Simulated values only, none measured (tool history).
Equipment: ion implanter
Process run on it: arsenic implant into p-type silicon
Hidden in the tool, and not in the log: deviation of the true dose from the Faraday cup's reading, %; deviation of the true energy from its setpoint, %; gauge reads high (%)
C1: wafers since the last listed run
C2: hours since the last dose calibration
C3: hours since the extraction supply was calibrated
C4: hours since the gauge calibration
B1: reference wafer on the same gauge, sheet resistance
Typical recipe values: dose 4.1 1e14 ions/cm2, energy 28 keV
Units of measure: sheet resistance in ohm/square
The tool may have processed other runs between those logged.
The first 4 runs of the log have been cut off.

run 5 hour=91.4 | dose=3.79 energy=28 | C1=668 C2=412.4 C3=7072.1 C4=562.8 | B1=198.13 | sheet_resistance=239.61
run 6 hour=125.3 | dose=3.79 energy=28 | C1=1390 C2=446.3 C3=7106 C4=596.7 | B1=198.06 | sheet_resistance=241.62
run 7 hour=146.8 | dose=4.1 energy=21.5 | C1=881 C2=467.8 C3=7127.5 C4=618.2 | B1=197.83 | sheet_resistance=231.3
run 8 hour=168.5 | dose=4.1 energy=21.5 | C1=890 C2=489.5 C3=7149.2 C4=639.9 | B1=197.89 | sheet_resistance=232.59
run 9 hour=218.4 | dose=3.75 energy=25.5 | C1=2046 C2=539.4 C3=7199.1 C4=689.8 | B1=197.74 | sheet_resistance=247.19
run 10 hour=235.3 | dose=4.1 energy=35 | C1=693 C2=556.3 C3=7216 C4=706.7 | B1=197.51 | sheet_resistance=221.63
run 11 hour=257.1 | dose=4.1 energy=28 | C1=894 C2=578.1 C3=7237.8 C4=728.5 | B1=197.83 | sheet_resistance=228.34
run 12 hour=291.9 | dose=4.57 energy=28 | C1=1427 C2=612.9 C3=7272.6 C4=763.3 | B1=198.11 | sheet_resistance=206.59
run 13 hour=311.6 | dose=4.57 energy=28 | C1=808 C2=632.6 C3=7292.3 C4=783 | B1=197.95 | sheet_resistance=207.35
run 14 hour=347.2 | dose=4.1 energy=28 | C1=1460 C2=668.2 C3=7327.9 C4=818.6 | B1=198.17 | sheet_resistance=226.35
-- hour=367.7 gauge calibrated
run 15 hour=372.4 | dose=4.1 energy=28 | C1=1033 C2=693.4 C3=7353.1 C4=4.7 | B1=197.86 | sheet_resistance=225.78
run 16 hour=393.4 | dose=4.1 energy=28 | C1=861 C2=714.4 C3=7374.1 C4=25.7 | B1=197.92 | sheet_resistance=224.7
run 17 hour=418.1 | dose=3.16 energy=28 | C1=1013 C2=739.1 C3=7398.8 C4=50.4 | B1=197.76 | sheet_resistance=277.02
run 18 hour=444.4 | dose=3.16 energy=28 | C1=1078 C2=765.4 C3=7425.1 C4=76.7 | B1=198.23 | sheet_resistance=276.28
run 19 hour=541.4 | dose=4.1 energy=28 | C1=3978 C2=862.4 C3=7522.1 C4=173.7 | B1=197.8 | sheet_resistance=226.75
run 20 hour=575 | dose=4.99 energy=34.5 | C1=1378 C2=896 C3=7555.7 C4=207.3 | B1=198.05 | sheet_resistance=188.74

Run 21 has not been measured yet. What should we expect?
run 21 hour=609.5 | dose=5.21 energy=24.5 | C1=1415 C2=930.5 C3=7590.2 C4=241.8 | B1=? | sheet_resistance=?

Run 21 came out at B1 198.06, sheet resistance 189.88 ohm/square.
Take away the tool's hidden state, keep the run-to-run variation as it was, and the same run would have given sheet resistance 189.88 ohm/square.
